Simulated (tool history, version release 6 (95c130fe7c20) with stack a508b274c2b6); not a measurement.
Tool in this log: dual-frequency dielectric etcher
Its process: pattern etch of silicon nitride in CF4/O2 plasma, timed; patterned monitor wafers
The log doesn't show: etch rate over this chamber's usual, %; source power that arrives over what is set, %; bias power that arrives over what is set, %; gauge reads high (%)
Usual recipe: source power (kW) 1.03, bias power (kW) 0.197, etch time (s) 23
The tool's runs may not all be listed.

run,hour,source power (kW),bias power (kW),etch time (s),wafers since the last listed run,hours since the last wet clean,hours since the last source power generator calibration,hours since the last bias power generator calibration,hours since the last upper electrode change,hours since the gauge calibration,"read-back reference wafer on the same gauge, depth_nm",mean etch depth across the wafer (Å)
1,0,1.03,0.197,18.5,0,429.4,2168.6,3116.7,3737.9,201.4,95,797
2,9.8,1.03,0.197,23,153,439.2,2178.4,3126.5,3747.7,211.2,95,991
3,21.8,1.03,0.197,23,188,451.2,2190.4,3138.5,3759.7,223.2,95,987
4,32.7,0.85,0.197,23,170,462.1,2201.3,3149.4,3770.6,234.1,95.1,910
5,45.9,0.85,0.197,23,206,475.3,2214.5,3162.6,3783.8,247.3,95,914
6,54.4,1.03,0.197,23,133,483.8,2223,3171.1,3792.3,255.8,95,991
7,70.6,1.03,0.197,23,253,500,2239.2,3187.3,3808.5,272,95,989
8,86.2,1.03,0.197,23,244,515.6,2254.8,3202.9,3824.1,287.6,95,993
9,104.8,1.03,0.197,23,291,534.2,2273.4,3221.5,3842.7,306.2,95,996
10,117.8,1.03,0.197,23,203,547.2,2286.4,3234.5,3855.7,319.2,95.1,988
11,133.6,1.03,0.197,23,247,563,2302.2,3250.3,3871.5,335,94.9,992
12,141.9,1.03,0.197,23,130,571.3,2310.5,3258.6,3879.8,343.3,94.9,984
# hour 148.6: bias power generator calibrated
# hour 165.3: gauge calibrated
# hour 167.4: upper electrode replaced, of another model than before
13,167.9,0.94,0.197,23,49,597.3,2336.5,19.3,0.5,2.6,95.1,925
14,172.6,0.94,0.197,23,73,602,2341.2,24,5.2,7.3,95.1,929
15,183.1,1.03,0.197,23,164,612.5,2351.7,34.5,15.7,17.8,95,982
16,200.1,1.11,0.216,19,266,629.5,2368.7,51.5,32.7,34.8,95.1,935
17,210.9,1.14,0.213,23,169,640.3,2379.5,62.3,43.5,45.6,94.9,1130
18,228.3,1.03,0.197,27,272,657.7,2396.9,79.7,60.9,63,95.1,1158
19,234.5,1.03,0.197,20.5,97,663.9,2403.1,85.9,67.1,69.2,94.9,881
20,242,1.03,0.182,26.5,117,671.4,2410.6,93.4,74.6,76.7,95,1050
# hour 250.4: source power generator calibrated
# hour 270.3: wet clean of the chamber
21,270.8,1.03,0.197,23,77,0.5,20.4,122.2,103.4,105.5,95.1,1010
22,271.1,0.83,0.197,23,4,0.8,20.7,122.5,103.7,105.8,94.9,869
23,274.9,1.03,0.197,23,59,4.6,24.5,126.3,107.5,109.6,95,1018
24,290.4,1.26,0.158,17.5,242,20.1,40,141.8,123,125.1,95,717
25,300.7,1.03,0.197,23,161,30.4,50.3,152.1,133.3,135.4,94.9,1006
26,311.9,0.86,0.197,29.5,175,41.6,61.5,163.3,144.5,146.6,95,1143
27,325.6,1.27,0.218,26,214,55.3,75.2,177,158.2,160.3,95.1,1441
28,360.5,1.22,0.244,23,546,90.2,110.1,211.9,193.1,195.2,94.9,1349
29,370.5,1.11,0.218,25,156,100.2,120.1,221.9,203.1,205.2,95.1,1258

Predict each of these 3 candidate next runs independently; none follows another, all start after run 29:
A,370.9,0.8,0.197,23,6,100.6,120.5,222.3,203.5,205.6,?,?
B,370.9,0.93,0.184,16,6,100.6,120.5,222.3,203.5,205.6,?,?
C,370.9,1.12,0.175,19,6,100.6,120.5,222.3,203.5,205.6,?,?

run,"read-back reference wafer on the same gauge, depth_nm",mean etch depth across the wafer (Å)
A,95,852
B,95,617
C,95,797
Without the tool's unlogged condition, the same runs would have read:
run,mean etch depth across the wafer (Å)
A,853
B,618
C,798
